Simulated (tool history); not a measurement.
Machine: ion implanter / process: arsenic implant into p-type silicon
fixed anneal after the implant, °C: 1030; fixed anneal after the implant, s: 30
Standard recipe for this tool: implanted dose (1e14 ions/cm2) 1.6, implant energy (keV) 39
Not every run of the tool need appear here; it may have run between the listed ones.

run,hour,implanted dose (1e14 ions/cm2),implant energy (keV),wafers since the last listed run,hours since the last dose calibration,hours since the extraction supply was calibrated,hours since the gauge calibration,"read-back reference wafer on the same gauge, sheet resistance",sheet resistance of the implanted and annealed layer (ohm/square)
1,0,1.24,39,0,617,3073.4,1330.5,381.45,499.2
2,45.8,1.24,39,500,662.8,3119.2,1376.3,381.12,499.07
3,76.9,1.6,47.5,340,693.9,3150.3,1407.4,381.16,405.68
4,105.3,1.6,47.5,310,722.3,3178.7,1435.8,382.28,400.35
5,132.6,1.35,39,298,749.6,3206,1463.1,381.8,467.24
6,176.5,1.45,39,480,793.5,3249.9,1507,381.97,446.51
7,214,1.6,39,410,831,3287.4,1544.5,381.8,415.41
8,245.5,1.6,39,344,862.5,3318.9,1576,381.51,409.4
9,269.7,1.6,34.5,264,886.7,3343.1,1600.2,381.59,425.22
10,324.5,1.6,34.5,599,941.5,3397.9,1655,382.25,421.07
# hour 368.5: Faraday cup replaced and dose calibrated
11,397.7,1.6,34.5,713,29.2,3471.1,1728.2,381.84,433.07
12,460.1,1.6,39,682,91.6,3533.5,1790.6,382.18,419.25
13,518.9,1.6,39,643,150.4,3592.3,1849.4,382.37,422.62
14,573.5,1.6,39,597,205,3646.9,1904,382.13,418.4
15,622.7,1.6,39,538,254.2,3696.1,1953.2,381.76,422.17
16,647.1,1.6,39,266,278.6,3720.5,1977.6,382.4,419
17,684.6,1.8,28,410,316.1,3758,2015.1,381.83,402.41
18,736.2,1.6,39,564,367.7,3809.6,2066.7,382.06,417.8
19,790.7,1.6,39,596,422.2,3864.1,2121.2,381.94,417.71
20,853,1.42,51.5,681,484.5,3926.4,2183.5,382.52,432.93
21,910.8,1.6,39,632,542.3,3984.2,2241.3,381.72,416.3
# hour 945: gauge calibrated
22,978.3,1.6,28.5,738,609.8,4051.7,33.3,381.22,435.72
23,1012.9,2.02,43.5,378,644.4,4086.3,67.9,381.89,342.81
24,1037.8,2.07,49,272,669.3,4111.2,92.8,382.07,332.7
25,1081.1,1.29,39,473,712.6,4154.5,136.1,382.43,478.6
26,1146.4,1.25,48,714,777.9,4219.8,201.4,381.87,470.77
27,1202.7,1.6,39,615,834.2,4276.1,257.7,382,411.08
# hour 1242.3: Faraday cup replaced and dose calibrated
28,1262.6,1.27,44,567,20.3,4336,317.6,381.61,494.05
29,1318.6,1.17,51.5,612,76.3,4392,373.6,381.11,501.01
# hour 1340.8: extraction supply calibrated
30,1522.2,1.93,44.5,2139,279.9,181.4,577.2,382.16,361.07
31,1573.8,1.6,39,564,331.5,233,628.8,381.97,420.03
32,1633.7,1.6,28,655,391.4,292.9,688.7,381.68,445.92
33,1704.6,1.37,34.5,775,462.3,363.8,759.6,382.22,480.81
34,1742.1,1.43,35.5,410,499.8,401.3,797.1,382.24,456.43
35,1811.2,1.35,39,755,568.9,470.4,866.2,381.78,470.14
36,1847.4,1.36,46,395,605.1,506.6,902.4,382.2,451.83
37,1910.1,1.29,48.5,685,667.8,569.3,965.1,382.63,465.85
38,1963.3,1.13,52,581,721,622.5,1018.3,382.49,508.33

Alternative continuations, all from the tool just after run 38; predict every row:
A,1963.7,1.6,27.5,4,721.4,622.9,1018.7,?,?
B,1963.7,1.6,43,4,721.4,622.9,1018.7,?,?
C,1963.7,1.6,51.5,4,721.4,622.9,1018.7,?,?

run,"read-back reference wafer on the same gauge, sheet resistance",sheet resistance of the implanted and annealed layer (ohm/square)
A,382.22,439.78
B,382.22,409.39
C,382.22,397.3
Without the tool's unlogged condition, the same runs would have read:
run,sheet resistance of the implanted and annealed layer (ohm/square)
A,450.47
B,418.99
C,406.5
